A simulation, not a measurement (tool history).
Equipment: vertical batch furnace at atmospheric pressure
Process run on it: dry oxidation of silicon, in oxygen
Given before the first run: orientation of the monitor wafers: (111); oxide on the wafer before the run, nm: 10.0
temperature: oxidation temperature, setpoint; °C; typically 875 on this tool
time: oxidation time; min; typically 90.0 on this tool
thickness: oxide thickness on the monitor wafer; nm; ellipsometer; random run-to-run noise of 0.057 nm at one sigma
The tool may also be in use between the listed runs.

run,day,temperature,time,wafers since the last listed run,hours since the last temperature calibration,hours since the boat lift was adjusted,hours since the gauge calibration,"read-back reference wafer on the same gauge, thickness",thickness
1,0.000,875,60.5,0,3089.6,5570.5,141.5,43.99,32.06
2,0.596,875,60.5,155,3103.9,5584.8,155.8,44.01,32.00
3,1.925,875,60.5,346,3135.8,5616.7,187.7,43.99,32.17
# day 2.158: gauge calibrated
4,2.562,875,80.5,166,3151.1,5632.0,9.7,43.99,37.54
5,3.433,875,80.5,227,3172.0,5652.9,30.6,43.99,37.57
6,4.479,875,80.5,272,3197.1,5678.0,55.7,44.01,37.71
7,5.717,875,90.0,322,3226.8,5707.7,85.4,44.01,40.04
# day 7.208: boat lift adjusted
# day 8.079: thermocouples replaced and temperature profile calibrated
8,8.100,875,90.0,133,0.5,21.4,142.6,44.00,38.22
9,8.312,875,90.0,55,5.6,26.5,147.7,44.02,38.21
10,9.225,893,90.0,238,27.5,48.4,169.6,43.98,44.51
11,10.033,867,68.5,210,46.9,67.8,189.0,44.00,30.81
# day 10.850: gauge calibrated
12,11.104,854,133.5,279,72.6,93.5,6.1,44.02,39.83
13,11.700,859,103.5,155,86.9,107.8,20.4,44.01,35.95
14,12.467,875,58.0,200,105.3,126.2,38.8,44.00,30.08
15,13.642,851,115.5,306,133.5,154.4,67.0,44.00,35.65
16,14.992,875,90.0,352,165.9,186.8,99.4,44.01,38.21
17,15.992,863,116.5,260,189.9,210.8,123.4,44.03,39.79
18,16.800,875,90.0,210,209.3,230.2,142.8,44.02,38.23
19,18.238,875,90.0,375,243.8,264.7,177.3,44.02,38.19

5 options for the next run, each taken on its own from the tool as it stands now. Forecast them:
A,18.454,875,90.0,56,249.0,269.9,182.5,?,?
B,18.454,887,109.0,56,249.0,269.9,182.5,?,?
C,18.454,891,90.0,56,249.0,269.9,182.5,?,?
D,18.454,875,120.5,56,249.0,269.9,182.5,?,?
E,18.454,896,72.0,56,249.0,269.9,182.5,?,?

run,"read-back reference wafer on the same gauge, thickness",thickness
A,44.01,38.30
B,44.01,47.62
C,44.01,43.99
D,44.01,45.40
E,44.01,40.30
Stripped of hidden state, with their random variation kept, the same runs would have yielded:
run,thickness
A,38.25
B,47.55
C,43.93
D,45.34
E,40.24
